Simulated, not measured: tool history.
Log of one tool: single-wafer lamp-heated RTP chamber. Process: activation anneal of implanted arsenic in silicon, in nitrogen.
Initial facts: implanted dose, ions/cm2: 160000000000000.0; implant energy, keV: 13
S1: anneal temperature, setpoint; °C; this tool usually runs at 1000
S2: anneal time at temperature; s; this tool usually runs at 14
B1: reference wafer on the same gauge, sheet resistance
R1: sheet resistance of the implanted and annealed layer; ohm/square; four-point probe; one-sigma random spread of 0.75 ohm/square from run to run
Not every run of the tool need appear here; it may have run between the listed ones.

Run 1, hour 0: usual settings; B1 400.01. Result: R1 499.09 ohm/square.
Run 2, hour 60.6: usual settings; B1 400.15. Result: R1 497.66 ohm/square.
Run 3, hour 126.5: usual settings; B1 400.28. Result: R1 498.61 ohm/square.
Run 4, hour 170.7: usual settings; B1 400.28. Result: R1 496.91 ohm/square.
At hour 185.1: pyrometer window cleaned and pyrometer calibrated.
Run 5, hour 237.5: usual settings; B1 400.46. Result: R1 499.8 ohm/square.
Run 6, hour 293.3: usual settings; B1 400.51. Result: R1 500.11 ohm/square.
Run 7, hour 336.7: usual settings; B1 400.61. Result: R1 500.38 ohm/square.
Run 8, hour 388.5: usual settings; B1 400.6. Result: R1 497.37 ohm/square.
Run 9, hour 451.6: usual settings; B1 400.77. Result: R1 499.44 ohm/square.
At hour 512.3: reflector plate cleaned.
At hour 517.3: pyrometer window cleaned and pyrometer calibrated.
Run 10, hour 517.8: usual settings but S2 8 s; B1 400.91. Result: R1 500.21 ohm/square.
Run 11, hour 560.3: usual settings but S2 8 s; B1 401.03. Result: R1 502.66 ohm/square.
Run 12, hour 610.1: usual settings but S2 11 s; B1 400.96. Result: R1 501.97 ohm/square.
Run 13, hour 648.2: usual settings but S2 11 s; B1 400.94. Result: R1 502.57 ohm/square.
Run 14, hour 672.3: usual settings but S2 11 s; B1 401.05. Result: R1 501.94 ohm/square.
Run 15, hour 742.3: usual settings; B1 401.24. Result: R1 499.83 ohm/square.
Run 16, hour 809.1: usual settings but S1 990 °C, S2 11 s; B1 401.25. Result: R1 503.78 ohm/square.
At hour 840.4: pyrometer window cleaned and pyrometer calibrated.
Run 17, hour 863.9: usual settings but S1 978 °C, S2 12 s; B1 401.48. Result: R1 504.6 ohm/square.
Run 18, hour 972.6: usual settings but S1 1011 °C, S2 11 s; B1 401.64. Result: R1 500.03 ohm/square.
At hour 1026.9: gauge calibrated.
Run 19, hour 1048.6: usual settings but S1 1023 °C, S2 7 s; B1 398.44. Result: R1 497.38 ohm/square.
Run 20, hour 1119.7: usual settings but S2 7 s; B1 398.64. Result: R1 500.02 ohm/square.
At hour 1146.2: pyrometer window cleaned and pyrometer calibrated.
Run 21, hour 1146.7: usual settings; B1 398.62. Result: R1 497.03 ohm/square.
At hour 1205.7: reflector plate cleaned.
Run 22, hour 1206.2: usual settings; B1 398.82. Result: R1 496.8 ohm/square.
Run 23, hour 1269.9: usual settings but S2 9 s; B1 398.85. Result: R1 498.47 ohm/square.
Run 24, hour 1312.5: usual settings but S1 989 °C, S2 19 s; B1 398.85. Result: R1 496.01 ohm/square.
Run 25, hour 1376.9: usual settings; B1 398.9. Result: R1 496.91 ohm/square.
Run 26, hour 1434.4: usual settings but S1 990 °C, S2 10 s; B1 399.08. Result: R1 500.18 ohm/square.
At hour 1497.9: pyrometer window cleaned and pyrometer calibrated.
Run 27, hour 1498.4: usual settings; B1 399.23. Result: R1 496.91 ohm/square.
Run 28, hour 1544.9: usual settings but S1 978 °C, S2 17 s; B1 399.28. Result: R1 498.45 ohm/square.
Run 29, hour 1577.8: usual settings but S1 972 °C, S2 6 s; B1 399.37. Result: R1 502.06 ohm/square.
Run 30, hour 1604.5: usual settings but S1 981 °C, S2 6 s; B1 399.31. Result: R1 503.56 ohm/square.
Run 31, hour 1631.6: usual settings but S1 981 °C, S2 22 s; B1 399.5. Result: R1 497.74 ohm/square.

Forecast each of these 5 alternatives for the next run:
Run A, hour 1632: usual settings; B1 ?. Result: R1 ?.
Run B, hour 1632: usual settings but S1 987 °C, S2 10 s; B1 ?. Result: R1 ?.
Run C, hour 1632: usual settings but S1 976 °C, S2 19 s; B1 ?. Result: R1 ?.
Run D, hour 1632: usual settings but S1 1016 °C, S2 9 s; B1 ?. Result: R1 ?.
Run E, hour 1632: usual settings but S2 10 s; B1 ?. Result: R1 ?.

run      B1      R1
  A  399.39  497.79
  B  399.39  500.52
  C  399.39  498.85
  D  399.39  498.27
  E  399.39  499.38
With the hidden condition removed and each run's random variation left untouched, the same runs would have given:
run      R1
  A  497.25
  B  499.97
  C  498.31
  D  497.73
  E  498.84
